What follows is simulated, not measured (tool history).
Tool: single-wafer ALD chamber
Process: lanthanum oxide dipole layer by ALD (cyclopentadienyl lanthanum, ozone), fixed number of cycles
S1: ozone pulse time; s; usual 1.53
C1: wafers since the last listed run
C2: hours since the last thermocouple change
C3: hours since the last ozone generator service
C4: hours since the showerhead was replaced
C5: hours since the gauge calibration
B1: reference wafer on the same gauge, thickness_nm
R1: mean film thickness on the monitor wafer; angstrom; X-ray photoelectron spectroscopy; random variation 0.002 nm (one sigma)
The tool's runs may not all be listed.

Run 1, hour 0: usual settings but S1 1.98 s; C1 0; C2 1579.8; C3 771.3; C4 4711.4; C5 772; B1 0.521. Result: R1 5.3 angstrom.
Run 2, hour 57.7: usual settings but S1 1.98 s; C1 1295; C2 1637.5; C3 829; C4 4769.1; C5 829.7; B1 0.521. Result: R1 5.31 angstrom.
At hour 78.2: gauge calibrated.
Run 3, hour 148.3: usual settings; C1 2034; C2 1728.1; C3 919.6; C4 4859.7; C5 70.1; B1 0.521. Result: R1 4.9 angstrom.
Run 4, hour 194.1: usual settings; C1 1028; C2 1773.9; C3 965.4; C4 4905.5; C5 115.9; B1 0.521. Result: R1 4.9 angstrom.
Run 5, hour 281.7: usual settings; C1 1966; C2 1861.5; C3 1053; C4 4993.1; C5 203.5; B1 0.521. Result: R1 4.88 angstrom.
Run 6, hour 370.9: usual settings; C1 2002; C2 1950.7; C3 1142.2; C4 5082.3; C5 292.7; B1 0.521. Result: R1 4.88 angstrom.
Run 7, hour 439.4: usual settings; C1 1537; C2 2019.2; C3 1210.7; C4 5150.8; C5 361.2; B1 0.521. Result: R1 4.88 angstrom.
Run 8, hour 543.1: usual settings; C1 2328; C2 2122.9; C3 1314.4; C4 5254.5; C5 464.9; B1 0.521. Result: R1 4.9 angstrom.

Forecast run 9:
Run 9, hour 610.7: usual settings but S1 2.02 s; C1 1517; C2 2190.5; C3 1382; C4 5322.1; C5 532.5; B1 ?. Result: R1 ?.

{"run 9": {"B1": 0.521, "R1": 5.27}}
Without the tool's hidden state the same run would have given R1 5.42 angstrom.
